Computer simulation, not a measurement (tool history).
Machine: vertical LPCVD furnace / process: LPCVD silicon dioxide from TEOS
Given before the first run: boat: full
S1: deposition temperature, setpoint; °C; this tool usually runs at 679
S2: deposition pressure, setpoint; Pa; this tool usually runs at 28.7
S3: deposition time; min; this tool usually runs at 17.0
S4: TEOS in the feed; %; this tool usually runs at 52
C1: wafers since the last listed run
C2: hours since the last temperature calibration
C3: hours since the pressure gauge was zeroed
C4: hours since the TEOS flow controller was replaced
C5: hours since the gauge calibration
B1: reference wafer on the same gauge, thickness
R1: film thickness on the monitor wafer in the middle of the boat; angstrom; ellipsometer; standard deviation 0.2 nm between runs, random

{"run": 1, "hour": 0.0, "S1": 679, "S2": 28.7, "S3": 17.0, "S4": 52, "C1": 0, "C2": 3336.8, "C3": 2077.0, "C4": 2666.0, "C5": 354.4, "B1": 65.52, "R1": 592.2}
{"run": 2, "hour": 24.0, "S1": 679, "S2": 28.7, "S3": 17.0, "S4": 45, "C1": 464, "C2": 3360.8, "C3": 2101.0, "C4": 2690.0, "C5": 378.4, "B1": 65.57, "R1": 556.5}
{"run": 3, "hour": 40.2, "S1": 679, "S2": 28.7, "S3": 17.0, "S4": 46, "C1": 313, "C2": 3377.0, "C3": 2117.2, "C4": 2706.2, "C5": 394.6, "B1": 65.6, "R1": 558.3}
{"run": 4, "hour": 71.1, "S1": 669, "S2": 28.7, "S3": 17.0, "S4": 52, "C1": 598, "C2": 3407.9, "C3": 2148.1, "C4": 2737.1, "C5": 425.5, "B1": 65.61, "R1": 464.4}
{"run": 5, "hour": 94.1, "S1": 669, "S2": 28.7, "S3": 17.0, "S4": 52, "C1": 445, "C2": 3430.9, "C3": 2171.1, "C4": 2760.1, "C5": 448.5, "B1": 65.6, "R1": 469.0}
{"run": 6, "hour": 106.8, "S1": 669, "S2": 28.7, "S3": 17.0, "S4": 52, "C1": 246, "C2": 3443.6, "C3": 2183.8, "C4": 2772.8, "C5": 461.2, "B1": 65.56, "R1": 465.4}
{"run": 7, "hour": 126.6, "S1": 679, "S2": 28.7, "S3": 17.0, "S4": 52, "C1": 383, "C2": 3463.4, "C3": 2203.6, "C4": 2792.6, "C5": 481.0, "B1": 65.56, "R1": 596.5}
{"run": 8, "hour": 147.9, "S1": 675, "S2": 28.7, "S3": 17.0, "S4": 52, "C1": 412, "C2": 3484.7, "C3": 2224.9, "C4": 2813.9, "C5": 502.3, "B1": 65.59, "R1": 536.8}
{"run": 9, "hour": 178.8, "S1": 675, "S2": 28.7, "S3": 17.0, "S4": 52, "C1": 598, "C2": 3515.6, "C3": 2255.8, "C4": 2844.8, "C5": 533.2, "B1": 65.55, "R1": 538.6}
{"run": 10, "hour": 195.8, "S1": 675, "S2": 28.7, "S3": 17.0, "S4": 52, "C1": 329, "C2": 3532.6, "C3": 2272.8, "C4": 2861.8, "C5": 550.2, "B1": 65.64, "R1": 541.3}
{"run": 11, "hour": 208.0, "S1": 672, "S2": 28.7, "S3": 17.0, "S4": 58, "C1": 236, "C2": 3544.8, "C3": 2285.0, "C4": 2874.0, "C5": 562.4, "B1": 65.54, "R1": 533.3}
{"run": 12, "hour": 235.7, "S1": 672, "S2": 28.7, "S3": 17.0, "S4": 58, "C1": 536, "C2": 3572.5, "C3": 2312.7, "C4": 2901.7, "C5": 590.1, "B1": 65.62, "R1": 534.4}
{"run": 13, "hour": 271.7, "S1": 672, "S2": 28.7, "S3": 17.0, "S4": 58, "C1": 697, "C2": 3608.5, "C3": 2348.7, "C4": 2937.7, "C5": 626.1, "B1": 65.56, "R1": 533.2}
{"run": 14, "hour": 302.3, "S1": 679, "S2": 28.7, "S3": 17.0, "S4": 52, "C1": 592, "C2": 3639.1, "C3": 2379.3, "C4": 2968.3, "C5": 656.7, "B1": 65.54, "R1": 598.8}
{"run": 15, "hour": 332.1, "S1": 679, "S2": 28.7, "S3": 17.0, "S4": 52, "C1": 577, "C2": 3668.9, "C3": 2409.1, "C4": 2998.1, "C5": 686.5, "B1": 65.61, "R1": 600.8}
{"run": 16, "hour": 358.7, "S1": 679, "S2": 28.7, "S3": 17.0, "S4": 52, "C1": 515, "C2": 3695.5, "C3": 2435.7, "C4": 3024.7, "C5": 713.1, "B1": 65.54, "R1": 596.1}
{"run": 17, "hour": 383.9, "S1": 671, "S2": 24.7, "S3": 11.5, "S4": 61, "C1": 488, "C2": 3720.7, "C3": 2460.9, "C4": 3049.9, "C5": 738.3, "B1": 65.66, "R1": 336.7}
{"run": 18, "hour": 412.3, "S1": 690, "S2": 32.7, "S3": 11.0, "S4": 59, "C1": 550, "C2": 3749.1, "C3": 2489.3, "C4": 3078.3, "C5": 766.7, "B1": 65.61, "R1": 579.9}
{"run": 19, "hour": 424.9, "S1": 679, "S2": 28.7, "S3": 17.0, "S4": 55, "C1": 244, "C2": 3761.7, "C3": 2501.9, "C4": 3090.9, "C5": 779.3, "B1": 65.6, "R1": 624.4}
{"hour": 468.2, "done": "TEOS flow controller replaced"}
{"run": 20, "hour": 468.7, "S1": 679, "S2": 28.7, "S3": 22.0, "S4": 52, "C1": 383, "C2": 3805.5, "C3": 2545.7, "C4": 0.5, "C5": 823.1, "B1": 65.61, "R1": 784.0}
{"run": 21, "hour": 486.8, "S1": 679, "S2": 28.7, "S3": 17.0, "S4": 52, "C1": 350, "C2": 3823.6, "C3": 2563.8, "C4": 18.6, "C5": 841.2, "B1": 65.58, "R1": 602.5}
{"hour": 541.2, "done": "gauge calibrated"}
{"hour": 548.4, "done": "pressure gauge zeroed"}
{"run": 22, "hour": 548.9, "S1": 679, "S2": 28.7, "S3": 17.0, "S4": 52, "C1": 738, "C2": 3885.7, "C3": 0.5, "C4": 80.7, "C5": 7.7, "B1": 65.62, "R1": 604.5}
{"hour": 587.4, "done": "thermocouples replaced and temperature profile calibrated"}
{"run": 23, "hour": 587.9, "S1": 679, "S2": 28.7, "S3": 13.5, "S4": 43, "C1": 290, "C2": 0.5, "C3": 39.5, "C4": 119.7, "C5": 46.7, "B1": 65.61, "R1": 401.9}
{"run": 24, "hour": 594.6, "S1": 679, "S2": 28.7, "S3": 12.0, "S4": 52, "C1": 129, "C2": 7.2, "C3": 46.2, "C4": 126.4, "C5": 53.4, "B1": 65.59, "R1": 392.0}
{"run": 25, "hour": 619.2, "S1": 685, "S2": 31.3, "S3": 21.0, "S4": 52, "C1": 476, "C2": 31.8, "C3": 70.8, "C4": 151.0, "C5": 78.0, "B1": 65.56, "R1": 840.5}
{"run": 26, "hour": 641.5, "S1": 683, "S2": 26.0, "S3": 20.5, "S4": 58, "C1": 431, "C2": 54.1, "C3": 93.1, "C4": 173.3, "C5": 100.3, "B1": 65.61, "R1": 747.5}
{"run": 27, "hour": 658.4, "S1": 679, "S2": 34.7, "S3": 17.0, "S4": 52, "C1": 327, "C2": 71.0, "C3": 110.0, "C4": 190.2, "C5": 117.2, "B1": 65.6, "R1": 618.7}
{"run": 28, "hour": 685.2, "S1": 679, "S2": 28.7, "S3": 17.0, "S4": 52, "C1": 519, "C2": 97.8, "C3": 136.8, "C4": 217.0, "C5": 144.0, "B1": 65.64, "R1": 559.6}
{"run": 29, "hour": 711.7, "S1": 679, "S2": 31.3, "S3": 17.0, "S4": 52, "C1": 513, "C2": 124.3, "C3": 163.3, "C4": 243.5, "C5": 170.5, "B1": 65.58, "R1": 586.4}
{"run": 30, "hour": 746.6, "S1": 679, "S2": 28.7, "S3": 17.0, "S4": 52, "C1": 676, "C2": 159.2, "C3": 198.2, "C4": 278.4, "C5": 205.4, "B1": 65.6, "R1": 558.0}
{"run": 31, "hour": 769.1, "S1": 676, "S2": 28.7, "S3": 17.0, "S4": 52, "C1": 435, "C2": 181.7, "C3": 220.7, "C4": 300.9, "C5": 227.9, "B1": 65.61, "R1": 520.7}
{"run": 32, "hour": 800.4, "S1": 689, "S2": 28.7, "S3": 20.0, "S4": 52, "C1": 606, "C2": 213.0, "C3": 252.0, "C4": 332.2, "C5": 259.2, "B1": 65.62, "R1": 837.6}

Per-run results on a tool with no hidden state, each run keeping its own random variation:
Hidden conditions of the tool in this case: true tube temperature minus thermocouple reading, K; true pressure minus gauge reading, mTorr; deviation of the TEOS flow from its setpoint, %; gauge reads high (%).
run=1 R1=553.7
run=2 R1=519.8
run=3 R1=521.2
run=4 R1=432.4
run=5 R1=436.3
run=6 R1=432.8
run=7 R1=555.1
run=8 R1=498.8
run=9 R1=499.9
run=10 R1=502.0
run=11 R1=494.2
run=12 R1=494.6
run=13 R1=492.8
run=14 R1=553.4
run=15 R1=554.7
run=16 R1=549.7
run=17 R1=309.8
run=18 R1=534.6
run=19 R1=574.3
run=20 R1=719.8
run=21 R1=552.8
run=22 R1=553.2
run=23 R1=399.3
run=24 R1=389.5
run=25 R1=835.2
run=26 R1=742.8
run=27 R1=614.7
run=28 R1=556.0
run=29 R1=582.6
run=30 R1=554.4
run=31 R1=517.2
run=32 R1=832.2
